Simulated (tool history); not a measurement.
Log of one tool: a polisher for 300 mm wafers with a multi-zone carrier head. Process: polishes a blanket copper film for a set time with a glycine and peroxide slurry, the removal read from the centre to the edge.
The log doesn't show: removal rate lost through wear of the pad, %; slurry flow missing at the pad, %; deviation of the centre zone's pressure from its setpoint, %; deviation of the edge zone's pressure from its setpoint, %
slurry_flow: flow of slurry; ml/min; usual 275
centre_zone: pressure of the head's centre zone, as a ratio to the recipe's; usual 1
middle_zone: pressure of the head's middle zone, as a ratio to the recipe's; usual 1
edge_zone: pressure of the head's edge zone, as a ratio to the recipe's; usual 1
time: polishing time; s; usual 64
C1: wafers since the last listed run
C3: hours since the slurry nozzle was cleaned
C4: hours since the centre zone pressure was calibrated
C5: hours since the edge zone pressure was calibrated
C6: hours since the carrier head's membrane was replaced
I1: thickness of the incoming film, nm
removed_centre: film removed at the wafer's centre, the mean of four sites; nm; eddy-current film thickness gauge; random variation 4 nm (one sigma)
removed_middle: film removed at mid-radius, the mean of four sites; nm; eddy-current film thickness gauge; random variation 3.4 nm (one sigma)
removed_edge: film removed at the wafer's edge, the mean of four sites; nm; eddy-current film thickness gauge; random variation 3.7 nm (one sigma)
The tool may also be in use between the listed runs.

Run 1, hour 0: usual settings but middle_zone 0.96; C1 0; wafers polished on this pad 494; C3 446.7; C4 497.6; C5 975.6; C6 475.5; I1 1255.7. Result: removed_centre 348.6 nm, removed_middle 336.9 nm, removed_edge 345.4 nm.
Run 2, hour 19.6: usual settings but centre_zone 0.94; C1 200; wafers polished on this pad 695; C3 466.3; C4 517.2; C5 995.2; C6 495.1; I1 1249.6. Result: removed_centre 338.4 nm, removed_middle 348.3 nm, removed_edge 351.4 nm.
Run 3, hour 55.3: usual settings but slurry_flow 250 ml/min; C1 365; wafers polished on this pad 1060; C3 502; C4 552.9; C5 1030.9; C6 530.8; I1 1265.8. Result: removed_centre 350.3 nm, removed_middle 346.6 nm, removed_edge 346.2 nm.
Run 4, hour 83.5: usual settings but slurry_flow 250 ml/min; C1 288; wafers polished on this pad 1349; C3 530.2; C4 581.1; C5 1059.1; C6 559; I1 1266.7. Result: removed_centre 359 nm, removed_middle 351 nm, removed_edge 348.2 nm.
Run 5, hour 119.4: usual settings; C1 367; wafers polished on this pad 1717; C3 566.1; C4 617; C5 1095; C6 594.9; I1 1236.4. Result: removed_centre 362.7 nm, removed_middle 354.5 nm, removed_edge 355.1 nm.
At hour 125.9: worn pad replaced by a new one.
Run 6, hour 151.8: usual settings; C1 290; wafers polished on this pad 265; C3 598.5; C4 649.4; C5 1127.4; C6 627.3; I1 1274.5. Result: removed_centre 360.5 nm, removed_middle 346.1 nm, removed_edge 346.2 nm.
Run 7, hour 187.6: usual settings; C1 366; wafers polished on this pad 631; C3 634.3; C4 685.2; C5 1163.2; C6 663.1; I1 1236.2. Result: removed_centre 362.3 nm, removed_middle 349.8 nm, removed_edge 352.4 nm.
At hour 209.5: slurry nozzle cleaned.
Run 8, hour 210: usual settings but slurry_flow 230 ml/min, centre_zone 0.91, edge_zone 0.9, time 56 s; C1 219; wafers polished on this pad 851; C3 0.5; C4 707.6; C5 1185.6; C6 685.5; I1 1243.6. Result: removed_centre 285.8 nm, removed_middle 306.1 nm, removed_edge 288.2 nm.
At hour 219.7: carrier head's membrane replaced by a new one.
Run 9, hour 235.5: usual settings; C1 210; wafers polished on this pad 1061; C3 26; C4 733.1; C5 1211.1; C6 15.8; I1 1252.6. Result: removed_centre 361.7 nm, removed_middle 351.8 nm, removed_edge 351.9 nm.
At hour 300.8: worn pad replaced by a new one.
Run 10, hour 329.3: usual settings but centre_zone 1.1, middle_zone 1.04; C1 919; wafers polished on this pad 292; C3 119.8; C4 826.9; C5 1304.9; C6 109.6; I1 1224.9. Result: removed_centre 405.1 nm, removed_middle 360.2 nm, removed_edge 347.6 nm.
At hour 343.6: edge zone pressure recalibrated.
Run 11, hour 348.5: usual settings but slurry_flow 215 ml/min, middle_zone 0.96, edge_zone 1.08; C1 176; wafers polished on this pad 468; C3 139; C4 846.1; C5 4.9; C6 128.8; I1 1261.4. Result: removed_centre 369.4 nm, removed_middle 333.9 nm, removed_edge 364 nm.
Run 12, hour 361.2: usual settings but edge_zone 1.04; C1 130; wafers polished on this pad 598; C3 151.7; C4 858.8; C5 17.6; C6 141.5; I1 1257. Result: removed_centre 380.8 nm, removed_middle 353.5 nm, removed_edge 353.2 nm.
At hour 430.1: centre zone pressure recalibrated.
Run 13, hour 430.5: usual settings but centre_zone 0.88, middle_zone 0.91; C1 689; wafers polished on this pad 1287; C3 221; C4 0.4; C5 86.9; C6 210.8; I1 1266.6. Result: removed_centre 298.5 nm, removed_middle 324.9 nm, removed_edge 354.8 nm.
Run 14, hour 464.4: usual settings but centre_zone 1.04; C1 347; wafers polished on this pad 1635; C3 254.9; C4 34.3; C5 120.8; C6 244.7; I1 1255.3. Result: removed_centre 354.6 nm, removed_middle 350.4 nm, removed_edge 353.8 nm.
At hour 477: worn pad replaced by a new one.
Run 15, hour 484.2: usual settings; C1 161; wafers polished on this pad 73; C3 274.7; C4 54.1; C5 140.6; C6 264.5; I1 1255.3. Result: removed_centre 340.8 nm, removed_middle 351.2 nm, removed_edge 345.5 nm.
Run 16, hour 503.5: usual settings; C1 197; wafers polished on this pad 271; C3 294; C4 73.4; C5 159.9; C6 283.8; I1 1232. Result: removed_centre 340.1 nm, removed_middle 354.8 nm, removed_edge 348.4 nm.
Run 17, hour 516: usual settings but slurry_flow 305 ml/min, time 71 s; C1 128; wafers polished on this pad 399; C3 306.5; C4 85.9; C5 172.4; C6 296.3; I1 1260.6. Result: removed_centre 395.1 nm, removed_middle 391.6 nm, removed_edge 392 nm.
Run 18, hour 530.6: usual settings but edge_zone 1.08; C1 149; wafers polished on this pad 548; C3 321.1; C4 100.5; C5 187; C6 310.9; I1 1271.9. Result: removed_centre 345.9 nm, removed_middle 343.3 nm, removed_edge 356.6 nm.
Run 19, hour 545.5: usual settings but slurry_flow 220 ml/min, edge_zone 0.92; C1 152; wafers polished on this pad 701; C3 336; C4 115.4; C5 201.9; C6 325.8; I1 1225.8. Result: removed_centre 337.6 nm, removed_middle 351.4 nm, removed_edge 338.9 nm.
Run 20, hour 645.4: usual settings; C1 1023; wafers polished on this pad 1724; C3 435.9; C4 215.3; C5 301.8; C6 425.7; I1 1271. Result: removed_centre 344.4 nm, removed_middle 352.5 nm, removed_edge 346.6 nm.
Run 21, hour 663.5: usual settings but centre_zone 0.95, time 44 s; C1 185; wafers polished on this pad 1910; C3 454; C4 233.4; C5 319.9; C6 443.8; I1 1249.8. Result: removed_centre 226.3 nm, removed_middle 242.1 nm, removed_edge 247.5 nm.
At hour 667.6: worn pad replaced by a new one.
Run 22, hour 680.9: usual settings; C1 137; wafers polished on this pad 136; C3 471.4; C4 250.8; C5 337.3; C6 461.2; I1 1250.6. Result: removed_centre 351.4 nm, removed_middle 349.7 nm, removed_edge 352.8 nm.
Run 23, hour 704.8: usual settings but slurry_flow 195 ml/min; C1 244; wafers polished on this pad 381; C3 495.3; C4 274.7; C5 361.2; C6 485.1; I1 1250.4. Result: removed_centre 334.8 nm, removed_middle 346.5 nm, removed_edge 347.1 nm.

Forecast each of these 3 alternatives for the next run:
Run A, hour 705.2: usual settings; C1 4; wafers polished on this pad 385; C3 495.7; C4 275.1; C5 361.6; C6 485.5; I1 1269.2. Result: removed_centre ?, removed_middle ?, removed_edge ?.
Run B, hour 705.2: usual settings but edge_zone 0.96, time 44 s; C1 4; wafers polished on this pad 385; C3 495.7; C4 275.1; C5 361.6; C6 485.5; I1 1269.2. Result: removed_centre ?, removed_middle ?, removed_edge ?.
Run C, hour 705.2: usual settings but time 83 s; C1 4; wafers polished on this pad 385; C3 495.7; C4 275.1; C5 361.6; C6 485.5; I1 1269.2. Result: removed_centre ?, removed_middle ?, removed_edge ?.

run  removed_centre  removed_middle  removed_edge
  A           340.8           354.9         349.4
  B           234.3             244         235.6
  C           441.9           460.3         453.2
Without the tool's hidden state the same runs would have given:
run  removed_centre  removed_middle  removed_edge
  A           343.3           354.9         349.4
  B             236             244         235.6
  C           445.2           460.3         453.2
